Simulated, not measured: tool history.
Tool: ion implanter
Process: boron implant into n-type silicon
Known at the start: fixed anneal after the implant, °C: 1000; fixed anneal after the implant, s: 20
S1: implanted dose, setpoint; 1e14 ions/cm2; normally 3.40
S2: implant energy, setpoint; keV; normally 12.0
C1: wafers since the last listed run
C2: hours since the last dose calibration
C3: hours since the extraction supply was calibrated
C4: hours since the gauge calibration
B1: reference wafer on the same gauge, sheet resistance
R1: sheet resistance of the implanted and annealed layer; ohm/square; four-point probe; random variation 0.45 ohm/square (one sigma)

Run 1, hour 0.0: usual settings; C1 0; C2 537.6; C3 4911.2; C4 1209.0; B1 317.05. Result: R1 297.65 ohm/square.
Run 2, hour 107.5: usual settings; C1 1391; C2 645.1; C3 5018.7; C4 1316.5; B1 316.98. Result: R1 296.89 ohm/square.
Run 3, hour 191.1: usual settings but S2 10.0 keV; C1 1081; C2 728.7; C3 5102.3; C4 1400.1; B1 316.99. Result: R1 302.55 ohm/square.
Run 4, hour 275.8: usual settings but S1 3.76 1e14 ions/cm2; C1 1096; C2 813.4; C3 5187.0; C4 1484.8; B1 317.04. Result: R1 272.26 ohm/square.
Run 5, hour 535.1: usual settings but S1 3.76 1e14 ions/cm2; C1 3355; C2 1072.7; C3 5446.3; C4 1744.1; B1 316.95. Result: R1 272.16 ohm/square.
At hour 601.9: extraction supply calibrated.
Run 6, hour 609.9: usual settings; C1 864; C2 1147.5; C3 8.0; C4 1818.9; B1 316.89. Result: R1 295.55 ohm/square.
At hour 635.0: gauge calibrated.
Run 7, hour 685.1: usual settings; C1 973; C2 1222.7; C3 83.2; C4 50.1; B1 316.97. Result: R1 295.33 ohm/square.
Run 8, hour 774.2: usual settings; C1 1152; C2 1311.8; C3 172.3; C4 139.2; B1 317.12. Result: R1 295.13 ohm/square.
Run 9, hour 819.3: usual settings; C1 583; C2 1356.9; C3 217.4; C4 184.3; B1 316.93. Result: R1 295.44 ohm/square.
Run 10, hour 856.8: usual settings; C1 485; C2 1394.4; C3 254.9; C4 221.8; B1 316.99. Result: R1 295.69 ohm/square.
Run 11, hour 895.2: usual settings; C1 496; C2 1432.8; C3 293.3; C4 260.2; B1 317.05. Result: R1 294.98 ohm/square.
Run 12, hour 998.2: usual settings but S1 3.72 1e14 ions/cm2, S2 14.5 keV; C1 1332; C2 1535.8; C3 396.3; C4 363.2; B1 317.06. Result: R1 268.56 ohm/square.
Run 13, hour 1084.3: usual settings but S1 2.54 1e14 ions/cm2; C1 1114; C2 1621.9; C3 482.4; C4 449.3; B1 316.87. Result: R1 374.91 ohm/square.
Run 14, hour 1141.4: usual settings but S1 3.80 1e14 ions/cm2, S2 15.0 keV; C1 738; C2 1679.0; C3 539.5; C4 506.4; B1 317.10. Result: R1 263.23 ohm/square.
At hour 1199.8: Faraday cup replaced and dose calibrated.
Run 15, hour 1200.3: usual settings; C1 658; C2 0.5; C3 598.4; C4 565.3; B1 316.96. Result: R1 296.99 ohm/square.
Run 16, hour 1245.9: usual settings; C1 590; C2 46.1; C3 644.0; C4 610.9; B1 316.98. Result: R1 297.44 ohm/square.
Run 17, hour 1289.9: usual settings but S1 4.35 1e14 ions/cm2, S2 9.5 keV; C1 569; C2 90.1; C3 688.0; C4 654.9; B1 316.96. Result: R1 247.52 ohm/square.
Run 18, hour 1419.9: usual settings but S1 4.36 1e14 ions/cm2, S2 14.0 keV; C1 1682; C2 220.1; C3 818.0; C4 784.9; B1 317.05. Result: R1 238.70 ohm/square.
Run 19, hour 1481.9: usual settings but S1 2.46 1e14 ions/cm2, S2 9.5 keV; C1 802; C2 282.1; C3 880.0; C4 846.9; B1 317.00. Result: R1 399.60 ohm/square.
Run 20, hour 1545.0: usual settings but S1 3.97 1e14 ions/cm2, S2 8.5 keV; C1 816; C2 345.2; C3 943.1; C4 910.0; B1 316.91. Result: R1 270.33 ohm/square.

4 ways to go on from here, each from the tool as it stands after run 20. What would each give?
Run A, hour 1545.4: usual settings; C1 5; C2 345.6; C3 943.5; C4 910.4; B1 ?. Result: R1 ?.
Run B, hour 1545.4: usual settings but S1 2.74 1e14 ions/cm2; C1 5; C2 345.6; C3 943.5; C4 910.4; B1 ?. Result: R1 ?.
Run C, hour 1545.4: usual settings but S2 15.0 keV; C1 5; C2 345.6; C3 943.5; C4 910.4; B1 ?. Result: R1 ?.
Run D, hour 1545.4: usual settings but S1 4.16 1e14 ions/cm2, S2 14.5 keV; C1 5; C2 345.6; C3 943.5; C4 910.4; B1 ?. Result: R1 ?.

run      B1      R1
  A  316.88  296.75
  B  316.88  354.70
  C  316.88  289.97
  D  316.88  247.04
Had the tool no hidden state, the same runs would have come out as:
run      R1
  A  297.40
  B  355.48
  C  290.59
  D  247.57

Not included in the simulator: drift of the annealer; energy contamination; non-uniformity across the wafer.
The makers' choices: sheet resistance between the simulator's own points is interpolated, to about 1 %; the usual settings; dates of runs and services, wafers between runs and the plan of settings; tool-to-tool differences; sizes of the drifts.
